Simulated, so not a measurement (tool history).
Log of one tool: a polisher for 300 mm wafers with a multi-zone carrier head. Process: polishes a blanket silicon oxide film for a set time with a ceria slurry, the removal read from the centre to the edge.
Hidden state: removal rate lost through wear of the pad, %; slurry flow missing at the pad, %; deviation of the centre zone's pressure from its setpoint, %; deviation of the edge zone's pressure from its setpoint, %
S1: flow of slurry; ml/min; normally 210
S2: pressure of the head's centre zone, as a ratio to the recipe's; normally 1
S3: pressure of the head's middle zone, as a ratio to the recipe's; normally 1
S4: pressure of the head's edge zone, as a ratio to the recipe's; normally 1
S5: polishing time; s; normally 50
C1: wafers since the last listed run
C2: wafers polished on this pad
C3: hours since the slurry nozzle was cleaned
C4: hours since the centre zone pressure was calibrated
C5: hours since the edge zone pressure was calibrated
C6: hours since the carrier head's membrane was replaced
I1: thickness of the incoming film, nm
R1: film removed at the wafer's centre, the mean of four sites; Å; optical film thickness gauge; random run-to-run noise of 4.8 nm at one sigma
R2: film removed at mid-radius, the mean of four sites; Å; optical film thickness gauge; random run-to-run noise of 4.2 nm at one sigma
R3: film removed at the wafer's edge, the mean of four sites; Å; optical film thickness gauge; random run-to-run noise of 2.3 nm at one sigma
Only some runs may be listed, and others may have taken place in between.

{"run": 1, "hour": 0.0, "S1": 210, "S2": 1, "S3": 0.95, "S4": 1, "S5": 60, "C1": 0, "C2": 166, "C3": 12.3, "C4": 378, "C5": 36.9, "C6": 978.1, "I1": 1538.3, "R1": 4093, "R2": 3721, "R3": 3845}
{"hour": 6.9, "done": "carrier head's membrane replaced by a new one"}
{"run": 2, "hour": 13.9, "S1": 210, "S2": 1, "S3": 0.95, "S4": 1, "S5": 60, "C1": 82, "C2": 249, "C3": 26.2, "C4": 391.9, "C5": 50.8, "C6": 7, "I1": 1539, "R1": 4112, "R2": 3595, "R3": 3751}
{"run": 3, "hour": 26.7, "S1": 210, "S2": 1, "S3": 1, "S4": 0.96, "S5": 50, "C1": 119, "C2": 368, "C3": 39, "C4": 404.7, "C5": 63.6, "C6": 19.8, "I1": 1555.8, "R1": 3400, "R2": 3084, "R3": 2999}
{"run": 4, "hour": 39.3, "S1": 210, "S2": 1, "S3": 1, "S4": 0.96, "S5": 50, "C1": 117, "C2": 486, "C3": 51.6, "C4": 417.3, "C5": 76.2, "C6": 32.4, "I1": 1526.3, "R1": 3422, "R2": 3087, "R3": 2934}
{"run": 5, "hour": 49.6, "S1": 210, "S2": 1, "S3": 1, "S4": 1.05, "S5": 50, "C1": 96, "C2": 582, "C3": 61.9, "C4": 427.6, "C5": 86.5, "C6": 42.7, "I1": 1551.1, "R1": 3275, "R2": 3053, "R3": 3064}
{"hour": 52.7, "done": "centre zone pressure recalibrated"}
{"run": 6, "hour": 56.6, "S1": 210, "S2": 1, "S3": 1, "S4": 1.05, "S5": 50, "C1": 46, "C2": 629, "C3": 68.9, "C4": 3.9, "C5": 93.5, "C6": 49.7, "I1": 1534, "R1": 3004, "R2": 2998, "R3": 3066}
{"run": 7, "hour": 71.6, "S1": 140, "S2": 1, "S3": 0.94, "S4": 0.95, "S5": 38, "C1": 139, "C2": 768, "C3": 83.9, "C4": 18.9, "C5": 108.5, "C6": 64.7, "I1": 1557.7, "R1": 2141, "R2": 2100, "R3": 2133}
{"run": 8, "hour": 85.1, "S1": 210, "S2": 1, "S3": 1, "S4": 0.96, "S5": 50, "C1": 125, "C2": 894, "C3": 97.4, "C4": 32.4, "C5": 122, "C6": 78.2, "I1": 1549.7, "R1": 2995, "R2": 2955, "R3": 2871}
{"run": 9, "hour": 95.9, "S1": 210, "S2": 1, "S3": 1, "S4": 1, "S5": 50, "C1": 100, "C2": 995, "C3": 108.2, "C4": 43.2, "C5": 132.8, "C6": 89, "I1": 1550.1, "R1": 2942, "R2": 2993, "R3": 2921}
{"run": 10, "hour": 111.0, "S1": 170, "S2": 1, "S3": 1.07, "S4": 1, "S5": 58, "C1": 140, "C2": 1136, "C3": 123.3, "C4": 58.3, "C5": 147.9, "C6": 104.1, "I1": 1541.7, "R1": 3451, "R2": 3513, "R3": 3288}
{"hour": 116.9, "done": "worn pad replaced by a new one"}
{"run": 11, "hour": 118.1, "S1": 170, "S2": 0.95, "S3": 1.11, "S4": 1, "S5": 50, "C1": 28, "C2": 11, "C3": 130.4, "C4": 65.4, "C5": 155, "C6": 111.2, "I1": 1566.8, "R1": 3363, "R2": 3738, "R3": 3323}
{"run": 12, "hour": 132.2, "S1": 270, "S2": 1.07, "S3": 1.08, "S4": 0.89, "S5": 50, "C1": 131, "C2": 142, "C3": 144.5, "C4": 79.5, "C5": 169.1, "C6": 125.3, "I1": 1546.1, "R1": 3821, "R2": 3669, "R3": 3177}
{"run": 13, "hour": 144.4, "S1": 210, "S2": 1, "S3": 1, "S4": 1, "S5": 50, "C1": 113, "C2": 256, "C3": 156.7, "C4": 91.7, "C5": 181.3, "C6": 137.5, "I1": 1556.2, "R1": 3363, "R2": 3280, "R3": 3238}
{"run": 14, "hour": 153.1, "S1": 210, "S2": 1, "S3": 1, "S4": 1, "S5": 50, "C1": 81, "C2": 337, "C3": 165.4, "C4": 100.4, "C5": 190, "C6": 146.2, "I1": 1562.6, "R1": 3359, "R2": 3273, "R3": 3218}
{"run": 15, "hour": 164.2, "S1": 185, "S2": 1, "S3": 1, "S4": 1.11, "S5": 50, "C1": 103, "C2": 441, "C3": 176.5, "C4": 111.5, "C5": 201.1, "C6": 157.3, "I1": 1559.2, "R1": 3277, "R2": 3174, "R3": 3245}
{"run": 16, "hour": 171.6, "S1": 285, "S2": 0.89, "S3": 1, "S4": 1.04, "S5": 64, "C1": 68, "C2": 510, "C3": 183.9, "C4": 118.9, "C5": 208.5, "C6": 164.7, "I1": 1573.5, "R1": 3881, "R2": 4134, "R3": 4130}
{"run": 17, "hour": 178.3, "S1": 210, "S2": 1.09, "S3": 1, "S4": 1, "S5": 44, "C1": 62, "C2": 572, "C3": 190.6, "C4": 125.6, "C5": 215.2, "C6": 171.4, "I1": 1522.9, "R1": 3138, "R2": 2788, "R3": 2739}
{"run": 18, "hour": 188.3, "S1": 210, "S2": 1, "S3": 1, "S4": 1, "S5": 50, "C1": 93, "C2": 665, "C3": 200.6, "C4": 135.6, "C5": 225.2, "C6": 181.4, "I1": 1580.1, "R1": 3219, "R2": 3111, "R3": 3053}
{"run": 19, "hour": 202.4, "S1": 265, "S2": 1, "S3": 1, "S4": 0.93, "S5": 50, "C1": 131, "C2": 797, "C3": 214.7, "C4": 149.7, "C5": 239.3, "C6": 195.5, "I1": 1541.3, "R1": 3444, "R2": 3146, "R3": 3011}
{"run": 20, "hour": 219.1, "S1": 210, "S2": 1, "S3": 1, "S4": 1, "S5": 50, "C1": 155, "C2": 952, "C3": 231.4, "C4": 166.4, "C5": 256, "C6": 212.2, "I1": 1543.3, "R1": 3194, "R2": 3084, "R3": 3037}
{"run": 21, "hour": 226.0, "S1": 210, "S2": 1, "S3": 1, "S4": 1, "S5": 41, "C1": 64, "C2": 1017, "C3": 238.3, "C4": 173.3, "C5": 262.9, "C6": 219.1, "I1": 1524.3, "R1": 2703, "R2": 2557, "R3": 2476}

5 ways to go on from here, each from the tool as it stands after run 21. What would each give?
{"run": "A", "hour": 226.4, "S1": 210, "S2": 1, "S3": 0.94, "S4": 1, "S5": 50, "C1": 3, "C2": 1021, "C3": 238.7, "C4": 173.7, "C5": 263.3, "C6": 219.5, "I1": 1535.9, "R1": "?", "R2": "?", "R3": "?"}
{"run": "B", "hour": 226.4, "S1": 210, "S2": 1, "S3": 1, "S4": 1.11, "S5": 50, "C1": 3, "C2": 1021, "C3": 238.7, "C4": 173.7, "C5": 263.3, "C6": 219.5, "I1": 1535.9, "R1": "?", "R2": "?", "R3": "?"}
{"run": "C", "hour": 226.4, "S1": 210, "S2": 1.1, "S3": 1, "S4": 1, "S5": 50, "C1": 3, "C2": 1021, "C3": 238.7, "C4": 173.7, "C5": 263.3, "C6": 219.5, "I1": 1535.9, "R1": "?", "R2": "?", "R3": "?"}
{"run": "D", "hour": 226.4, "S1": 210, "S2": 1, "S3": 1, "S4": 1, "S5": 40, "C1": 3, "C2": 1021, "C3": 238.7, "C4": 173.7, "C5": 263.3, "C6": 219.5, "I1": 1535.9, "R1": "?", "R2": "?", "R3": "?"}
{"run": "E", "hour": 226.4, "S1": 210, "S2": 1, "S3": 1, "S4": 0.93, "S5": 50, "C1": 3, "C2": 1021, "C3": 238.7, "C4": 173.7, "C5": 263.3, "C6": 219.5, "I1": 1535.9, "R1": "?", "R2": "?", "R3": "?"}

run=A R1=3242 R2=2871 R3=3041
run=B R1=3243 R2=3023 R3=3172
run=C R1=3567 R2=3022 R3=3038
run=D R1=2594 R2=2419 R3=2431
run=E R1=3243 R2=3024 R3=2953
Take away the tool's hidden state, keep each run's random variation, and the runs would have read:
run=A R1=3344 R2=3241 R3=3431
run=B R1=3346 R2=3413 R3=3579
run=C R1=3683 R2=3412 R3=3428
run=D R1=2676 R2=2731 R3=2743
run=E R1=3346 R2=3414 R3=3332
